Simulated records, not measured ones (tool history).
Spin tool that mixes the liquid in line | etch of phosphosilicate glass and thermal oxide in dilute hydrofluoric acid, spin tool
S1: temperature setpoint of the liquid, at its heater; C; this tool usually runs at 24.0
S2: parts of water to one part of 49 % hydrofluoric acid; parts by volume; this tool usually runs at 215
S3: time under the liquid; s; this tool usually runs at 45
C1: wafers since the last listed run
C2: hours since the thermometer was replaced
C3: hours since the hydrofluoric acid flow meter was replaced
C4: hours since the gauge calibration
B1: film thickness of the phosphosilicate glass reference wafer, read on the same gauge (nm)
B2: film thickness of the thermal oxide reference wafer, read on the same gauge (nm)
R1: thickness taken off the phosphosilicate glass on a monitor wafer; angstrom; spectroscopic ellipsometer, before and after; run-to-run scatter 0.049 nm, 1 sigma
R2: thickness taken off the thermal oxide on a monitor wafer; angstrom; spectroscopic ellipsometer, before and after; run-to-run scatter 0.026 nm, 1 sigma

run 1 hour=0.0 | S1=24.0 S2=215 S3=45 | C1=0 C2=779.9 C3=6.3 C4=398.8 | B1=90.05 B2=69.991 | R1=125.3 R2=6.82
run 2 hour=12.3 | S1=24.0 S2=215 S3=45 | C1=160 C2=792.2 C3=18.6 C4=411.1 | B1=90.01 B2=69.992 | R1=124.2 R2=6.66
run 3 hour=27.9 | S1=24.0 S2=185 S3=45 | C1=204 C2=807.8 C3=34.2 C4=426.7 | B1=90.01 B2=69.975 | R1=148.6 R2=8.53
run 4 hour=34.9 | S1=24.0 S2=270 S3=30 | C1=91 C2=814.8 C3=41.2 C4=433.7 | B1=90.02 B2=69.994 | R1=62.4 R2=3.41
run 5 hour=43.4 | S1=24.0 S2=270 S3=30 | C1=111 C2=823.3 C3=49.7 C4=442.2 | B1=90.01 B2=69.956 | R1=62.4 R2=3.45
run 6 hour=53.7 | S1=24.0 S2=215 S3=60 | C1=134 C2=833.6 C3=60.0 C4=452.5 | B1=90.03 B2=70.002 | R1=164.2 R2=9.33
-- hour=68.8 thermometer replaced
run 7 hour=69.3 | S1=24.0 S2=215 S3=45 | C1=191 C2=0.5 C3=75.6 C4=468.1 | B1=90.00 B2=70.005 | R1=131.2 R2=7.51
run 8 hour=83.2 | S1=24.0 S2=140 S3=45 | C1=181 C2=14.4 C3=89.5 C4=482.0 | B1=90.02 B2=70.011 | R1=219.2 R2=12.84
run 9 hour=119.5 | S1=26.0 S2=215 S3=45 | C1=475 C2=50.7 C3=125.8 C4=518.3 | B1=89.99 B2=70.000 | R1=139.7 R2=8.02
run 10 hour=126.6 | S1=24.0 S2=180 S3=30 | C1=92 C2=57.8 C3=132.9 C4=525.4 | B1=90.03 B2=69.986 | R1=108.0 R2=6.40
run 11 hour=137.2 | S1=24.0 S2=215 S3=45 | C1=138 C2=68.4 C3=143.5 C4=536.0 | B1=89.95 B2=70.000 | R1=130.2 R2=7.40
run 12 hour=152.4 | S1=29.0 S2=265 S3=35 | C1=198 C2=83.6 C3=158.7 C4=551.2 | B1=90.00 B2=70.027 | R1=92.2 R2=5.41
-- hour=153.8 gauge calibrated
run 13 hour=168.0 | S1=20.0 S2=305 S3=25 | C1=204 C2=99.2 C3=174.3 C4=14.2 | B1=90.03 B2=69.966 | R1=40.3 R2=2.22
run 14 hour=185.2 | S1=24.0 S2=215 S3=45 | C1=225 C2=116.4 C3=191.5 C4=31.4 | B1=89.96 B2=69.979 | R1=128.9 R2=7.51
run 15 hour=191.3 | S1=28.5 S2=215 S3=45 | C1=79 C2=122.5 C3=197.6 C4=37.5 | B1=89.99 B2=69.962 | R1=151.2 R2=8.36
run 16 hour=198.4 | S1=29.0 S2=115 S3=30 | C1=92 C2=129.6 C3=204.7 C4=44.6 | B1=90.05 B2=70.017 | R1=216.3 R2=12.29
run 17 hour=213.9 | S1=20.0 S2=115 S3=45 | C1=202 C2=145.1 C3=220.2 C4=60.1 | B1=90.04 B2=70.002 | R1=230.2 R2=13.10
run 18 hour=227.1 | S1=27.0 S2=215 S3=45 | C1=172 C2=158.3 C3=233.4 C4=73.3 | B1=90.02 B2=69.984 | R1=142.8 R2=8.06
run 19 hour=240.3 | S1=27.0 S2=215 S3=60 | C1=172 C2=171.5 C3=246.6 C4=86.5 | B1=90.01 B2=70.033 | R1=190.3 R2=10.36
run 20 hour=255.3 | S1=24.0 S2=110 S3=25 | C1=196 C2=186.5 C3=261.6 C4=101.5 | B1=90.01 B2=70.008 | R1=156.9 R2=8.92
run 21 hour=270.2 | S1=26.0 S2=215 S3=65 | C1=195 C2=201.4 C3=276.5 C4=116.4 | B1=90.00 B2=70.017 | R1=198.8 R2=10.66
run 22 hour=287.4 | S1=26.5 S2=295 S3=20 | C1=225 C2=218.6 C3=293.7 C4=133.6 | B1=89.99 B2=69.978 | R1=41.3 R2=2.26
run 23 hour=298.6 | S1=21.5 S2=130 S3=30 | C1=146 C2=229.8 C3=304.9 C4=144.8 | B1=89.98 B2=70.051 | R1=139.0 R2=8.20
run 24 hour=311.6 | S1=19.5 S2=280 S3=30 | C1=170 C2=242.8 C3=317.9 C4=157.8 | B1=90.00 B2=70.042 | R1=51.6 R2=2.82
run 25 hour=329.6 | S1=26.5 S2=185 S3=55 | C1=235 C2=260.8 C3=335.9 C4=175.8 | B1=90.00 B2=70.020 | R1=202.4 R2=11.41
run 26 hour=339.1 | S1=24.0 S2=215 S3=35 | C1=124 C2=270.3 C3=345.4 C4=185.3 | B1=89.99 B2=69.986 | R1=98.3 R2=5.40
run 27 hour=347.3 | S1=24.0 S2=215 S3=45 | C1=107 C2=278.5 C3=353.6 C4=193.5 | B1=90.02 B2=70.004 | R1=126.3 R2=7.16

Forecast each of these 3 alternatives for the next run:
run A hour=347.7 | S1=24.0 S2=215 S3=45 | C1=5 C2=278.9 C3=354.0 C4=193.9 | B1=? B2=? | R1=? R2=?
run B hour=347.7 | S1=28.0 S2=170 S3=60 | C1=5 C2=278.9 C3=354.0 C4=193.9 | B1=? B2=? | R1=? R2=?
run C hour=347.7 | S1=22.5 S2=290 S3=45 | C1=5 C2=278.9 C3=354.0 C4=193.9 | B1=? B2=? | R1=? R2=?

run=A B1=89.98 B2=70.019 R1=125.5 R2=7.10
run=B B1=89.98 B2=70.019 R1=257.8 R2=14.59
run=C B1=89.98 B2=70.019 R1=81.7 R2=4.62
What these runs would have given with no unlogged condition in the tool:
run=A R1=134.5 R2=7.61
run=B R1=276.0 R2=15.62
run=C R1=87.6 R2=4.96
